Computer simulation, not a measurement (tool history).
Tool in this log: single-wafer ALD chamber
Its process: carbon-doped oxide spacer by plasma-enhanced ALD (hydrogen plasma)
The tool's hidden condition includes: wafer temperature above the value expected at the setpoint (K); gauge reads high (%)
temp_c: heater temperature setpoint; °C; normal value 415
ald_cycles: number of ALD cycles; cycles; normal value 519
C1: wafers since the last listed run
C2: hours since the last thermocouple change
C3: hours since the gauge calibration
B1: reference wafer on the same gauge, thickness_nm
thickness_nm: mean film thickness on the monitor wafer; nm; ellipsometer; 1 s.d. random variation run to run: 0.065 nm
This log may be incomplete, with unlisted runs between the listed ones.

{"run": 1, "hour": 0.0, "temp_c": 425, "ald_cycles": 519, "C1": 0, "C2": 1576.0, "C3": 137.1, "B1": 28.089, "thickness_nm": 24.804}
{"run": 2, "hour": 7.1, "temp_c": 415, "ald_cycles": 567, "C1": 4, "C2": 1583.1, "C3": 144.2, "B1": 28.085, "thickness_nm": 28.101}
{"run": 3, "hour": 16.2, "temp_c": 415, "ald_cycles": 519, "C1": 6, "C2": 1592.2, "C3": 153.3, "B1": 28.115, "thickness_nm": 25.711}
{"run": 4, "hour": 30.1, "temp_c": 415, "ald_cycles": 519, "C1": 9, "C2": 1606.1, "C3": 167.2, "B1": 28.088, "thickness_nm": 25.845}
{"run": 5, "hour": 48.0, "temp_c": 415, "ald_cycles": 519, "C1": 12, "C2": 1624.0, "C3": 185.1, "B1": 28.117, "thickness_nm": 25.774}
{"run": 6, "hour": 54.0, "temp_c": 415, "ald_cycles": 519, "C1": 4, "C2": 1630.0, "C3": 191.1, "B1": 28.084, "thickness_nm": 25.743}
{"run": 7, "hour": 70.6, "temp_c": 415, "ald_cycles": 519, "C1": 11, "C2": 1646.6, "C3": 207.7, "B1": 28.097, "thickness_nm": 25.772}
{"run": 8, "hour": 86.5, "temp_c": 415, "ald_cycles": 519, "C1": 10, "C2": 1662.5, "C3": 223.6, "B1": 28.087, "thickness_nm": 25.8}
{"run": 9, "hour": 132.1, "temp_c": 415, "ald_cycles": 519, "C1": 31, "C2": 1708.1, "C3": 269.2, "B1": 28.096, "thickness_nm": 25.787}
{"hour": 145.4, "done": "thermocouple changed; heater temperature recalibrated"}
{"run": 10, "hour": 147.5, "temp_c": 415, "ald_cycles": 519, "C1": 5, "C2": 2.1, "C3": 284.6, "B1": 28.094, "thickness_nm": 25.793}
{"run": 11, "hour": 154.5, "temp_c": 415, "ald_cycles": 519, "C1": 4, "C2": 9.1, "C3": 291.6, "B1": 28.128, "thickness_nm": 25.882}
{"run": 12, "hour": 166.3, "temp_c": 415, "ald_cycles": 519, "C1": 8, "C2": 20.9, "C3": 303.4, "B1": 28.109, "thickness_nm": 25.891}
{"run": 13, "hour": 173.0, "temp_c": 415, "ald_cycles": 519, "C1": 4, "C2": 27.6, "C3": 310.1, "B1": 28.097, "thickness_nm": 25.736}
{"hour": 181.8, "done": "gauge calibrated"}
{"run": 14, "hour": 188.3, "temp_c": 415, "ald_cycles": 519, "C1": 10, "C2": 42.9, "C3": 6.5, "B1": 28.107, "thickness_nm": 25.838}
{"run": 15, "hour": 195.4, "temp_c": 423, "ald_cycles": 488, "C1": 4, "C2": 50.0, "C3": 13.6, "B1": 28.101, "thickness_nm": 23.609}
{"run": 16, "hour": 227.3, "temp_c": 415, "ald_cycles": 519, "C1": 21, "C2": 81.9, "C3": 45.5, "B1": 28.103, "thickness_nm": 25.956}
{"run": 17, "hour": 244.3, "temp_c": 415, "ald_cycles": 519, "C1": 11, "C2": 98.9, "C3": 62.5, "B1": 28.091, "thickness_nm": 25.89}
{"run": 18, "hour": 255.0, "temp_c": 415, "ald_cycles": 519, "C1": 7, "C2": 109.6, "C3": 73.2, "B1": 28.105, "thickness_nm": 25.76}
{"run": 19, "hour": 266.1, "temp_c": 425, "ald_cycles": 606, "C1": 7, "C2": 120.7, "C3": 84.3, "B1": 28.091, "thickness_nm": 29.045}
{"run": 20, "hour": 282.1, "temp_c": 408, "ald_cycles": 470, "C1": 10, "C2": 136.7, "C3": 100.3, "B1": 28.099, "thickness_nm": 23.963}
{"run": 21, "hour": 293.9, "temp_c": 429, "ald_cycles": 585, "C1": 8, "C2": 148.5, "C3": 112.1, "B1": 28.12, "thickness_nm": 27.67}
{"run": 22, "hour": 305.0, "temp_c": 420, "ald_cycles": 428, "C1": 7, "C2": 159.6, "C3": 123.2, "B1": 28.1, "thickness_nm": 20.928}
{"run": 23, "hour": 311.7, "temp_c": 406, "ald_cycles": 617, "C1": 4, "C2": 166.3, "C3": 129.9, "B1": 28.114, "thickness_nm": 31.705}
{"run": 24, "hour": 325.7, "temp_c": 415, "ald_cycles": 561, "C1": 9, "C2": 180.3, "C3": 143.9, "B1": 28.08, "thickness_nm": 27.954}
{"run": 25, "hour": 338.4, "temp_c": 408, "ald_cycles": 519, "C1": 8, "C2": 193.0, "C3": 156.6, "B1": 28.091, "thickness_nm": 26.403}
{"run": 26, "hour": 350.9, "temp_c": 420, "ald_cycles": 519, "C1": 8, "C2": 205.5, "C3": 169.1, "B1": 28.095, "thickness_nm": 25.313}
{"run": 27, "hour": 357.0, "temp_c": 405, "ald_cycles": 519, "C1": 4, "C2": 211.6, "C3": 175.2, "B1": 28.095, "thickness_nm": 26.656}
{"run": 28, "hour": 367.0, "temp_c": 409, "ald_cycles": 423, "C1": 6, "C2": 221.6, "C3": 185.2, "B1": 28.119, "thickness_nm": 21.432}
{"run": 29, "hour": 382.7, "temp_c": 428, "ald_cycles": 620, "C1": 10, "C2": 237.3, "C3": 200.9, "B1": 28.084, "thickness_nm": 29.339}
{"run": 30, "hour": 398.9, "temp_c": 411, "ald_cycles": 574, "C1": 11, "C2": 253.5, "C3": 217.1, "B1": 28.103, "thickness_nm": 29.039}

Hidden state, per run?
wafer temperature above the value expected at the setpoint (K): 0 across all the runs
gauge reads high (%): 0 across all the runs
